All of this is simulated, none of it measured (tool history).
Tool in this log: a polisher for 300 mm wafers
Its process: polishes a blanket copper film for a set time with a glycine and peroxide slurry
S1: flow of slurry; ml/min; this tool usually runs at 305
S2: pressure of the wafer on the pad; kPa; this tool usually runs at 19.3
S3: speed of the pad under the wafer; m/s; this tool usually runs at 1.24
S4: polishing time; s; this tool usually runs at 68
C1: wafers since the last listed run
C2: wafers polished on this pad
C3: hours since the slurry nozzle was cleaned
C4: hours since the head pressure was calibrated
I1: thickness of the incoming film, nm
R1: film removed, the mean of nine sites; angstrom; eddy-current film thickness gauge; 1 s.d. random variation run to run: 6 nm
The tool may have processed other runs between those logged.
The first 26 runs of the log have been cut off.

run     day   S1    S2    S3  S4   C1    C2     C3     C4      I1    R1
 27  30.146  340  17.2  0.80  86  225  1808  475.9  160.5  1262.9  3785
 28  30.983  305  19.3  1.24  68  314  2123  496.0  180.6  1284.2  4644
 29  31.638  375  15.2  1.42  57  246  2369  511.7  196.3  1277.1  3560
 30  32.346  305  19.3  1.66  68  266  2635  528.7  213.3  1258.8  5875
     33.142  -- worn pad replaced by a new one
 31  33.429  305  13.8  1.24  46  344   107  554.7  239.3  1259.6  2541
 32  34.554  275  25.5  0.84  68  423   530  581.7  266.3  1266.5  4402
 33  35.292  380  25.5  0.86  68  277   808  599.4  284.0  1247.0  4443
 34  36.558  235  19.3  1.24  55  476  1284  629.8  314.4  1240.2  3759
 35  37.942  375  15.2  1.42  57  520  1804  663.0  347.6  1252.1  3603
 36  38.821  275  19.3  1.24  68  330  2135  684.1  368.7  1266.6  4539
 37  39.408  305  22.8  1.24  54  220  2356  698.2  382.8  1269.4  4115
 38  39.946  410  19.3  1.24  82  202  2558  711.1  395.7  1246.5  5469

Predict each of these 3 candidate next runs independently; none follows another, all start after run 38:
  A  39.962  305  19.3  1.50  68   6  2564  711.5  396.1  1279.6   ?
  B  39.962  305  14.5  1.54  68   6  2564  711.5  396.1  1279.6   ?
  C  39.962  305  21.4  1.12  75   6  2564  711.5  396.1  1279.6   ?

run    R1
  A  5274
  B  4214
  C  4932
Without the tool's hidden state the same runs would have given:
run    R1
  A  5871
  B  4691
  C  5490
